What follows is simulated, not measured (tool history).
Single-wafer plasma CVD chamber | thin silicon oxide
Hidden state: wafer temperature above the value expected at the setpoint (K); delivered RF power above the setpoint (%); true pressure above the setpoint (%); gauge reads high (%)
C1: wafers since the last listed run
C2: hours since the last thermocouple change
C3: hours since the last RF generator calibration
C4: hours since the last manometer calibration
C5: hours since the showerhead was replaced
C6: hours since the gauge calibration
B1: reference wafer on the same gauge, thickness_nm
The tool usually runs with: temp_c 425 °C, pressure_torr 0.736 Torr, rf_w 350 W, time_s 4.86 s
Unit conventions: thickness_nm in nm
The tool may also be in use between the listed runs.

{"run": 1, "hour": 0.0, "temp_c": 434, "pressure_torr": 0.736, "rf_w": 350, "time_s": 4.86, "C1": 0, "C2": 1795.2, "C3": 1279.3, "C4": 1057.7, "C5": 7007.6, "C6": 169.9, "B1": 8.148, "thickness_nm": 8.28}
{"run": 2, "hour": 15.0, "temp_c": 425, "pressure_torr": 0.599, "rf_w": 350, "time_s": 5.38, "C1": 440, "C2": 1810.2, "C3": 1294.3, "C4": 1072.7, "C5": 7022.6, "C6": 184.9, "B1": 8.134, "thickness_nm": 8.059}
{"hour": 37.5, "done": "capacitance manometer re-zeroed and calibrated"}
{"run": 3, "hour": 58.7, "temp_c": 425, "pressure_torr": 0.599, "rf_w": 350, "time_s": 5.38, "C1": 1048, "C2": 1853.9, "C3": 1338.0, "C4": 21.2, "C5": 7066.3, "C6": 228.6, "B1": 8.14, "thickness_nm": 8.434}
{"run": 4, "hour": 69.7, "temp_c": 425, "pressure_torr": 0.599, "rf_w": 350, "time_s": 5.38, "C1": 323, "C2": 1864.9, "C3": 1349.0, "C4": 32.2, "C5": 7077.3, "C6": 239.6, "B1": 8.139, "thickness_nm": 8.385}
{"run": 5, "hour": 76.1, "temp_c": 425, "pressure_torr": 0.736, "rf_w": 350, "time_s": 4.86, "C1": 187, "C2": 1871.3, "C3": 1355.4, "C4": 38.6, "C5": 7083.7, "C6": 246.0, "B1": 8.133, "thickness_nm": 8.628}
{"run": 6, "hour": 91.4, "temp_c": 425, "pressure_torr": 0.736, "rf_w": 350, "time_s": 4.86, "C1": 449, "C2": 1886.6, "C3": 1370.7, "C4": 53.9, "C5": 7099.0, "C6": 261.3, "B1": 8.141, "thickness_nm": 8.656}
{"run": 7, "hour": 100.6, "temp_c": 425, "pressure_torr": 0.736, "rf_w": 350, "time_s": 4.86, "C1": 270, "C2": 1895.8, "C3": 1379.9, "C4": 63.1, "C5": 7108.2, "C6": 270.5, "B1": 8.139, "thickness_nm": 8.635}
{"run": 8, "hour": 108.5, "temp_c": 425, "pressure_torr": 0.736, "rf_w": 350, "time_s": 4.86, "C1": 232, "C2": 1903.7, "C3": 1387.8, "C4": 71.0, "C5": 7116.1, "C6": 278.4, "B1": 8.137, "thickness_nm": 8.634}
{"hour": 118.2, "done": "RF generator calibrated"}
{"run": 9, "hour": 118.7, "temp_c": 425, "pressure_torr": 0.736, "rf_w": 350, "time_s": 4.86, "C1": 64, "C2": 1913.9, "C3": 0.5, "C4": 81.2, "C5": 7126.3, "C6": 288.6, "B1": 8.144, "thickness_nm": 8.891}
{"hour": 135.1, "done": "thermocouple changed; heater temperature recalibrated"}
{"run": 10, "hour": 135.6, "temp_c": 425, "pressure_torr": 0.736, "rf_w": 350, "time_s": 4.86, "C1": 261, "C2": 0.5, "C3": 17.4, "C4": 98.1, "C5": 7143.2, "C6": 305.5, "B1": 8.145, "thickness_nm": 8.828}
{"run": 11, "hour": 161.2, "temp_c": 417, "pressure_torr": 0.886, "rf_w": 370, "time_s": 4.24, "C1": 751, "C2": 26.1, "C3": 43.0, "C4": 123.7, "C5": 7168.8, "C6": 331.1, "B1": 8.138, "thickness_nm": 8.857}
{"run": 12, "hour": 167.6, "temp_c": 425, "pressure_torr": 0.554, "rf_w": 370, "time_s": 4.86, "C1": 187, "C2": 32.5, "C3": 49.4, "C4": 130.1, "C5": 7175.2, "C6": 337.5, "B1": 8.148, "thickness_nm": 7.524}
{"run": 13, "hour": 179.6, "temp_c": 414, "pressure_torr": 0.736, "rf_w": 350, "time_s": 4.86, "C1": 352, "C2": 44.5, "C3": 61.4, "C4": 142.1, "C5": 7187.2, "C6": 349.5, "B1": 8.132, "thickness_nm": 8.887}
{"hour": 193.5, "done": "gauge calibrated"}
{"run": 14, "hour": 195.4, "temp_c": 425, "pressure_torr": 0.736, "rf_w": 350, "time_s": 4.86, "C1": 464, "C2": 60.3, "C3": 77.2, "C4": 157.9, "C5": 7203.0, "C6": 1.9, "B1": 8.144, "thickness_nm": 8.791}
{"hour": 206.3, "done": "showerhead replaced"}
{"run": 15, "hour": 209.2, "temp_c": 425, "pressure_torr": 0.634, "rf_w": 350, "time_s": 4.24, "C1": 170, "C2": 74.1, "C3": 91.0, "C4": 171.7, "C5": 2.9, "C6": 15.7, "B1": 8.125, "thickness_nm": 6.943}
{"run": 16, "hour": 221.7, "temp_c": 438, "pressure_torr": 0.558, "rf_w": 325, "time_s": 4.27, "C1": 367, "C2": 86.6, "C3": 103.5, "C4": 184.2, "C5": 15.4, "C6": 28.2, "B1": 8.142, "thickness_nm": 6.231}
{"run": 17, "hour": 233.0, "temp_c": 425, "pressure_torr": 0.859, "rf_w": 350, "time_s": 4.86, "C1": 331, "C2": 97.9, "C3": 114.8, "C4": 195.5, "C5": 26.7, "C6": 39.5, "B1": 8.139, "thickness_nm": 9.653}
{"run": 18, "hour": 246.8, "temp_c": 425, "pressure_torr": 0.736, "rf_w": 350, "time_s": 4.86, "C1": 405, "C2": 111.7, "C3": 128.6, "C4": 209.3, "C5": 40.5, "C6": 53.3, "B1": 8.139, "thickness_nm": 8.733}
{"run": 19, "hour": 253.2, "temp_c": 425, "pressure_torr": 0.736, "rf_w": 350, "time_s": 4.86, "C1": 187, "C2": 118.1, "C3": 135.0, "C4": 215.7, "C5": 46.9, "C6": 59.7, "B1": 8.14, "thickness_nm": 8.746}
{"run": 20, "hour": 263.5, "temp_c": 425, "pressure_torr": 0.736, "rf_w": 330, "time_s": 4.47, "C1": 302, "C2": 128.4, "C3": 145.3, "C4": 226.0, "C5": 57.2, "C6": 70.0, "B1": 8.131, "thickness_nm": 7.878}
{"run": 21, "hour": 271.8, "temp_c": 417, "pressure_torr": 0.594, "rf_w": 315, "time_s": 4.45, "C1": 243, "C2": 136.7, "C3": 153.6, "C4": 234.3, "C5": 65.5, "C6": 78.3, "B1": 8.134, "thickness_nm": 6.708}
{"run": 22, "hour": 288.8, "temp_c": 425, "pressure_torr": 0.736, "rf_w": 350, "time_s": 4.01, "C1": 499, "C2": 153.7, "C3": 170.6, "C4": 251.3, "C5": 82.5, "C6": 95.3, "B1": 8.132, "thickness_nm": 7.162}
{"run": 23, "hour": 299.7, "temp_c": 425, "pressure_torr": 0.736, "rf_w": 350, "time_s": 4.86, "C1": 320, "C2": 164.6, "C3": 181.5, "C4": 262.2, "C5": 93.4, "C6": 106.2, "B1": 8.139, "thickness_nm": 8.674}
{"run": 24, "hour": 314.3, "temp_c": 436, "pressure_torr": 0.736, "rf_w": 350, "time_s": 4.86, "C1": 428, "C2": 179.2, "C3": 196.1, "C4": 276.8, "C5": 108.0, "C6": 120.8, "B1": 8.143, "thickness_nm": 8.641}
{"run": 25, "hour": 329.4, "temp_c": 425, "pressure_torr": 0.86, "rf_w": 325, "time_s": 4.86, "C1": 443, "C2": 194.3, "C3": 211.2, "C4": 291.9, "C5": 123.1, "C6": 135.9, "B1": 8.131, "thickness_nm": 9.339}
{"run": 26, "hour": 342.5, "temp_c": 433, "pressure_torr": 0.872, "rf_w": 325, "time_s": 5.21, "C1": 384, "C2": 207.4, "C3": 224.3, "C4": 305.0, "C5": 136.2, "C6": 149.0, "B1": 8.138, "thickness_nm": 10.011}
{"run": 27, "hour": 357.2, "temp_c": 425, "pressure_torr": 0.736, "rf_w": 350, "time_s": 4.86, "C1": 431, "C2": 222.1, "C3": 239.0, "C4": 319.7, "C5": 150.9, "C6": 163.7, "B1": 8.147, "thickness_nm": 8.614}
{"run": 28, "hour": 372.5, "temp_c": 425, "pressure_torr": 0.736, "rf_w": 350, "time_s": 4.86, "C1": 449, "C2": 237.4, "C3": 254.3, "C4": 335.0, "C5": 166.2, "C6": 179.0, "B1": 8.155, "thickness_nm": 8.672}
{"run": 29, "hour": 378.7, "temp_c": 431, "pressure_torr": 0.625, "rf_w": 370, "time_s": 5.8, "C1": 182, "C2": 243.6, "C3": 260.5, "C4": 341.2, "C5": 172.4, "C6": 185.2, "B1": 8.138, "thickness_nm": 9.427}
{"run": 30, "hour": 396.3, "temp_c": 425, "pressure_torr": 0.63, "rf_w": 350, "time_s": 4.86, "C1": 516, "C2": 261.2, "C3": 278.1, "C4": 358.8, "C5": 190.0, "C6": 202.8, "B1": 8.145, "thickness_nm": 7.766}

How the hidden state differs across the entries between the runs, from the last listed run before each to the first after it:
From run 2 to run 3: capacitance manometer re-zeroed and calibrated (hour 37.5)
  delivered RF power above the setpoint (%): -8.27 -> -8.31; true pressure above the setpoint (%): -6.83 -> -1.48
  difference, measured minus the result without the unlogged condition, thickness_nm: -0.652 -> -0.350 nm
From run 8 to run 9: RF generator calibrated (hour 118.2)
  delivered RF power above the setpoint (%): -8.35 -> -0.788; true pressure above the setpoint (%): -1.85 -> -1.93
  difference, measured minus the result without the unlogged condition, thickness_nm: -0.378 -> -0.138 nm
From run 9 to run 10: thermocouple changed; heater temperature recalibrated (hour 135.1)
  delivered RF power above the setpoint (%): -0.788 -> -1.13; true pressure above the setpoint (%): -1.93 -> -2.05
  difference, measured minus the result without the unlogged condition, thickness_nm: -0.138 -> -0.155 nm
From run 13 to run 14: gauge calibrated (hour 193.5)
  delivered RF power above the setpoint (%): -1.95 -> -2.22; true pressure above the setpoint (%): -2.38 -> -2.5
  difference, measured minus the result without the unlogged condition, thickness_nm: -0.202 -> -0.217 nm
From run 14 to run 15: showerhead replaced (hour 206.3)
  delivered RF power above the setpoint (%): -2.22 -> -2.45; true pressure above the setpoint (%): -2.5 -> -2.6
  difference, measured minus the result without the unlogged condition, thickness_nm: -0.217 -> -0.187 nm
